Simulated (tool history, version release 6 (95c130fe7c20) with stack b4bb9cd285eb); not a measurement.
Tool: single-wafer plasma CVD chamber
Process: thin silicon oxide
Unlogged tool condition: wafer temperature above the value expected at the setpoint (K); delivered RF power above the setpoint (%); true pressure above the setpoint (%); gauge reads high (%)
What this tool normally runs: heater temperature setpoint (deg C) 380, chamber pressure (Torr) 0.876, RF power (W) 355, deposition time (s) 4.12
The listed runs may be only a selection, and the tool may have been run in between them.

run,day,heater temperature setpoint (deg C),chamber pressure (Torr),RF power (W),deposition time (s),wafers since the last listed run,hours since the last thermocouple change,hours since the last RF generator calibration,hours since the last manometer calibration,hours since the showerhead was replaced,hours since the gauge calibration,"read-back reference wafer on the same gauge, thickness_nm",mean film thickness on the monitor wafer (Å)
1,0,380,0.876,355,4.12,0,1315.3,1716.3,2893.1,5634.5,119.7,6.729,85.51
2,0.662,380,0.876,355,4.12,536,1331.2,1732.2,2909,5650.4,135.6,6.733,85.58
3,1.35,380,0.876,355,4.12,556,1347.7,1748.7,2925.5,5666.9,152.1,6.731,85.67
4,1.733,380,0.876,355,4.12,310,1356.9,1757.9,2934.7,5676.1,161.3,6.734,85.62
5,2.083,380,0.876,355,4.12,283,1365.3,1766.3,2943.1,5684.5,169.7,6.731,85.5
6,3.258,380,0.876,355,4.12,951,1393.5,1794.5,2971.3,5712.7,197.9,6.728,86.01
7,4.917,380,0.876,355,4.12,1343,1433.3,1834.3,3011.1,5752.5,237.7,6.732,85.55
8,5.288,380,0.876,355,4.12,300,1442.2,1843.2,3020,5761.4,246.6,6.73,85.76
# day 5.892: RF generator calibrated
9,5.988,385,0.978,415,3.5,296,1459,2.3,3036.8,5778.2,263.4,6.729,81.28
10,6.246,380,0.876,355,4.12,209,1465.2,8.5,3043,5784.4,269.6,6.728,85.65
11,6.558,370,0.876,355,4.12,253,1472.7,16,3050.5,5791.9,277.1,6.728,86.19
12,6.983,380,0.876,355,4.12,344,1482.9,26.2,3060.7,5802.1,287.3,6.734,85.48
# day 7.217: gauge calibrated
# day 7.542: thermocouple changed; heater temperature recalibrated
# day 7.683: showerhead replaced, of another model than before
13,7.704,374,0.876,395,4.73,200,3.9,43.5,3078,0.5,11.7,6.729,106.3
14,8.354,374,0.876,355,4.56,526,19.5,59.1,3093.6,16.1,27.3,6.731,97
# day 9.125: capacitance manometer re-zeroed and calibrated
15,9.146,380,0.876,355,4.89,371,38.5,78.1,0.5,35.1,46.3,6.731,97.23
16,9.433,387,0.876,330,4.12,232,45.4,85,7.4,42,53.2,6.73,78.25
17,10.162,380,0.876,355,4.12,590,62.9,102.5,24.9,59.5,70.7,6.731,82.47
18,10.638,365,0.876,420,4.12,384,74.3,113.9,36.3,70.9,82.1,6.733,90.6
19,11.258,370,0.983,320,4.72,502,89.2,128.8,51.2,85.8,97,6.731,98.37
20,11.517,385,0.876,395,3.64,209,95.4,135,57.4,92,103.2,6.731,76.55
21,11.933,380,0.876,355,4.77,337,105.4,145,67.4,102,113.2,6.728,95.04
22,12.254,380,0.876,305,4.12,259,113.1,152.7,75.1,109.7,120.9,6.729,74.79
23,12.792,380,0.876,355,4.72,435,126,165.6,88,122.6,133.8,6.731,94.86
24,13.379,380,0.876,355,3.44,475,140.1,179.7,102.1,136.7,147.9,6.729,68.9
25,13.771,366,0.876,355,4.12,317,149.5,189.1,111.5,146.1,157.3,6.731,83.37
26,14.325,380,0.876,355,4.12,448,162.8,202.4,124.8,159.4,170.6,6.728,82.81
27,14.879,380,1.042,415,4.4,448,176.1,215.7,138.1,172.7,183.9,6.728,110.16
28,15.346,388,0.876,355,4.12,377,187.3,226.9,149.3,183.9,195.1,6.73,82.25
29,15.954,380,0.876,355,4.12,492,201.9,241.5,163.9,198.5,209.7,6.73,82.97
30,16.288,369,1.067,295,4.12,269,209.9,249.5,171.9,206.5,217.7,6.727,86.06

Each row is a separate what-if for the run after 30, all from the same tool condition, not one after another. Results?
A,16.304,380,0.876,355,4.12,13,210.3,249.9,172.3,206.9,218.1,?,?
B,16.304,390,0.876,355,3.53,13,210.3,249.9,172.3,206.9,218.1,?,?
C,16.304,380,0.876,320,4.12,13,210.3,249.9,172.3,206.9,218.1,?,?

run,"read-back reference wafer on the same gauge, thickness_nm",mean film thickness on the monitor wafer (Å)
A,6.729,82.93
B,6.729,70.53
C,6.729,77.82
With no hidden state in the tool, these same runs would have given:
run,mean film thickness on the monitor wafer (Å)
A,81.61
B,69.41
C,76.58
